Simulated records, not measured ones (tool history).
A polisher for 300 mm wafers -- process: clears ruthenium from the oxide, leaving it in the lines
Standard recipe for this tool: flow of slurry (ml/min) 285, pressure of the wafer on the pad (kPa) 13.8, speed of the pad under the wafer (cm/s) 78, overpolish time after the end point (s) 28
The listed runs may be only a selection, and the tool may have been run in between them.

run,hour,flow of slurry (ml/min),pressure of the wafer on the pad (kPa),speed of the pad under the wafer (cm/s),overpolish time after the end point (s),"incoming thickness of the incoming film, nm",time until the end point was called (s)
1,0,285,13.8,78,28,64.7,89
# hour 1.3: worn pad replaced by a new one
2,20.4,285,10.3,78,39,65.4,103.7
3,36,285,10.3,78,39,66.4,108.7
4,54.2,285,12.4,94,28,64.1,76.5
5,87.8,285,13.8,78,28,66.5,90.2
6,103.6,285,13.8,78,28,65.7,88.5
# hour 132.1: worn pad replaced by a new one
7,136.9,240,13.8,78,28,66.2,91.9
8,170.3,240,13.8,78,28,64.1,87.3
9,193.8,285,13.8,78,32,65.4,89.4
10,208.4,285,11.7,78,18,64.7,94.8
11,230.5,370,16.5,60,36,65.7,103.9
# hour 258.8: head pressure recalibrated
12,264.9,285,13.8,78,28,64.5,86.2
# hour 271.9: slurry nozzle cleaned
13,285.9,285,13.8,52,39,65.9,130.7
# hour 302.2: worn pad replaced by a new one
14,302.7,285,17.9,66,28,65.7,88.2
15,313.6,285,17.9,78,16,64,72.4
16,349.4,285,17.9,102,28,63.9,56.5
17,364.6,245,13.8,88,40,65,79.9
18,393.1,285,16.5,54,19,65.1,116

Run 19 comes next. What will it give?
19,412,285,13.8,78,28,65,?

{"run 19": {"time until the end point was called (s)": 88.9}}
Minus the tool's unlogged condition, the same run would have read time until the end point was called (s) 88.9.
